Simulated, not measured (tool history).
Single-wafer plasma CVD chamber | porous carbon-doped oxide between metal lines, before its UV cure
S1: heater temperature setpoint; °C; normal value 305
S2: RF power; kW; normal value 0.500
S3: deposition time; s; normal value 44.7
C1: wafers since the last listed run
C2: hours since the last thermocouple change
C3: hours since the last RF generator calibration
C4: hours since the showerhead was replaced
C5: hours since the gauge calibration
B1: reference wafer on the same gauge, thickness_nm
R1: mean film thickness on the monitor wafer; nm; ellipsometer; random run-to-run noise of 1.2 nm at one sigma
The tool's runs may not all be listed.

Run 1, hour 0.0: usual settings but S2 0.575 kW; C1 0; C2 87.1; C3 724.2; C4 3483.9; C5 758.9; B1 259.424. Result: R1 251.103 nm.
Run 2, hour 28.6: usual settings but S2 0.575 kW; C1 784; C2 115.7; C3 752.8; C4 3512.5; C5 787.5; B1 258.586. Result: R1 249.881 nm.
Run 3, hour 94.5: usual settings; C1 1807; C2 181.6; C3 818.7; C4 3578.4; C5 853.4; B1 258.163. Result: R1 234.603 nm.
Run 4, hour 134.6: usual settings; C1 1099; C2 221.7; C3 858.8; C4 3618.5; C5 893.5; B1 258.474. Result: R1 233.689 nm.
Run 5, hour 161.6: usual settings; C1 740; C2 248.7; C3 885.8; C4 3645.5; C5 920.5; B1 259.179. Result: R1 234.467 nm.
Run 6, hour 214.9: usual settings; C1 1462; C2 302.0; C3 939.1; C4 3698.8; C5 973.8; B1 259.062. Result: R1 234.298 nm.
Run 7, hour 279.3: usual settings; C1 1766; C2 366.4; C3 1003.5; C4 3763.2; C5 1038.2; B1 258.695. Result: R1 230.140 nm.
Run 8, hour 325.6: usual settings; C1 1270; C2 412.7; C3 1049.8; C4 3809.5; C5 1084.5; B1 259.143. Result: R1 231.739 nm.
Run 9, hour 354.7: usual settings; C1 798; C2 441.8; C3 1078.9; C4 3838.6; C5 1113.6; B1 258.597. Result: R1 231.877 nm.
Run 10, hour 391.7: usual settings but S2 0.560 kW; C1 1014; C2 478.8; C3 1115.9; C4 3875.6; C5 1150.6; B1 258.739. Result: R1 242.393 nm.
Run 11, hour 435.0: usual settings but S3 47.6 s; C1 1187; C2 522.1; C3 1159.2; C4 3918.9; C5 1193.9; B1 259.386. Result: R1 245.938 nm.
Run 12, hour 470.5: usual settings but S3 47.6 s; C1 973; C2 557.6; C3 1194.7; C4 3954.4; C5 1229.4; B1 258.720. Result: R1 245.413 nm.
Run 13, hour 495.1: usual settings but S3 47.6 s; C1 674; C2 582.2; C3 1219.3; C4 3979.0; C5 1254.0; B1 259.450. Result: R1 244.043 nm.
Run 14, hour 563.4: usual settings but S1 316 °C; C1 1873; C2 650.5; C3 1287.6; C4 4047.3; C5 1322.3; B1 258.956. Result: R1 215.666 nm.
Run 15, hour 592.6: usual settings but S1 297 °C; C1 800; C2 679.7; C3 1316.8; C4 4076.5; C5 1351.5; B1 259.413. Result: R1 242.514 nm.
Run 16, hour 646.0: usual settings but S3 41.5 s; C1 1464; C2 733.1; C3 1370.2; C4 4129.9; C5 1404.9; B1 258.763. Result: R1 213.667 nm.
Run 17, hour 683.3: usual settings; C1 1023; C2 770.4; C3 1407.5; C4 4167.2; C5 1442.2; B1 259.623. Result: R1 229.617 nm.
At hour 707.1: gauge calibrated.
Run 18, hour 740.8: usual settings but S1 294 °C, S2 0.535 kW, S3 52.2 s; C1 1577; C2 827.9; C3 1465.0; C4 4224.7; C5 33.7; B1 259.401. Result: R1 293.929 nm.
Run 19, hour 774.8: usual settings but S3 41.1 s; C1 932; C2 861.9; C3 1499.0; C4 4258.7; C5 67.7; B1 258.931. Result: R1 211.756 nm.
At hour 795.4: thermocouple changed; heater temperature recalibrated.
Run 20, hour 846.4: usual settings but S1 318 °C, S2 0.410 kW; C1 1744; C2 51.0; C3 1570.6; C4 4330.3; C5 139.3; B1 259.686. Result: R1 200.044 nm.
At hour 882.6: RF generator calibrated.
Run 21, hour 963.2: usual settings but S1 316 °C, S2 0.465 kW, S3 47.2 s; C1 2984; C2 167.8; C3 80.6; C4 4447.1; C5 256.1; B1 259.081. Result: R1 225.527 nm.
Run 22, hour 1022.2: usual settings but S1 315 °C, S2 0.425 kW, S3 36.6 s; C1 1618; C2 226.8; C3 139.6; C4 4506.1; C5 315.1; B1 259.219. Result: R1 170.796 nm.
Run 23, hour 1077.4: usual settings but S2 0.425 kW; C1 1514; C2 282.0; C3 194.8; C4 4561.3; C5 370.3; B1 258.986. Result: R1 218.715 nm.
Run 24, hour 1102.5: usual settings but S1 315 °C, S2 0.590 kW, S3 50.1 s; C1 688; C2 307.1; C3 219.9; C4 4586.4; C5 395.4; B1 259.248. Result: R1 261.196 nm.
Run 25, hour 1132.8: usual settings; C1 831; C2 337.4; C3 250.2; C4 4616.7; C5 425.7; B1 259.621. Result: R1 231.070 nm.
At hour 1180.2: showerhead replaced.
Run 26, hour 1200.7: usual settings but S1 301 °C, S3 53.4 s; C1 1643; C2 405.3; C3 318.1; C4 20.5; C5 493.6; B1 259.932. Result: R1 282.021 nm.
Run 27, hour 1249.0: usual settings but S2 0.465 kW; C1 1324; C2 453.6; C3 366.4; C4 68.8; C5 541.9; B1 258.653. Result: R1 223.448 nm.
Run 28, hour 1288.0: usual settings but S2 0.465 kW; C1 1069; C2 492.6; C3 405.4; C4 107.8; C5 580.9; B1 258.615. Result: R1 223.338 nm.
Run 29, hour 1315.8: usual settings; C1 762; C2 520.4; C3 433.2; C4 135.6; C5 608.7; B1 259.258. Result: R1 231.897 nm.
Run 30, hour 1360.3: usual settings but S1 297 °C, S3 48.1 s; C1 1220; C2 564.9; C3 477.7; C4 180.1; C5 653.2; B1 259.189. Result: R1 260.470 nm.
Run 31, hour 1409.4: usual settings but S1 316 °C; C1 1346; C2 614.0; C3 526.8; C4 229.2; C5 702.3; B1 259.137. Result: R1 215.286 nm.
Run 32, hour 1449.0: usual settings; C1 1086; C2 653.6; C3 566.4; C4 268.8; C5 741.9; B1 258.602. Result: R1 230.303 nm.
Run 33, hour 1494.7: usual settings; C1 1253; C2 699.3; C3 612.1; C4 314.5; C5 787.6; B1 258.812. Result: R1 229.759 nm.
Run 34, hour 1549.4: usual settings; C1 1500; C2 754.0; C3 666.8; C4 369.2; C5 842.3; B1 258.790. Result: R1 229.137 nm.

Exercise: give the hidden state of the tool at every run:
delivered RF power above the setpoint (%): 0 across all the runs
gauge reads high (%): 0 across all the runs
H1: wafer temperature above the value expected at the setpoint (K)
run    H1
  1  1.93
  2  2.34
  3  3.16
  4  3.58
  5  3.83
  6  4.28
  7  4.73
  8     5
  9  5.15
 10  5.32
 11   5.5
 12  5.63
 13  5.72
 14  5.91
 15  5.99
 16   6.1
 17  6.17
 18  6.27
 19  6.32
 20  1.07
 21  2.71
 22  3.33
 23  3.82
 24  4.02
 25  4.24
 26  4.66
 27  4.91
 28  5.09
 29   5.2
 30  5.36
 31  5.52
 32  5.63
 33  5.74
 34  5.85
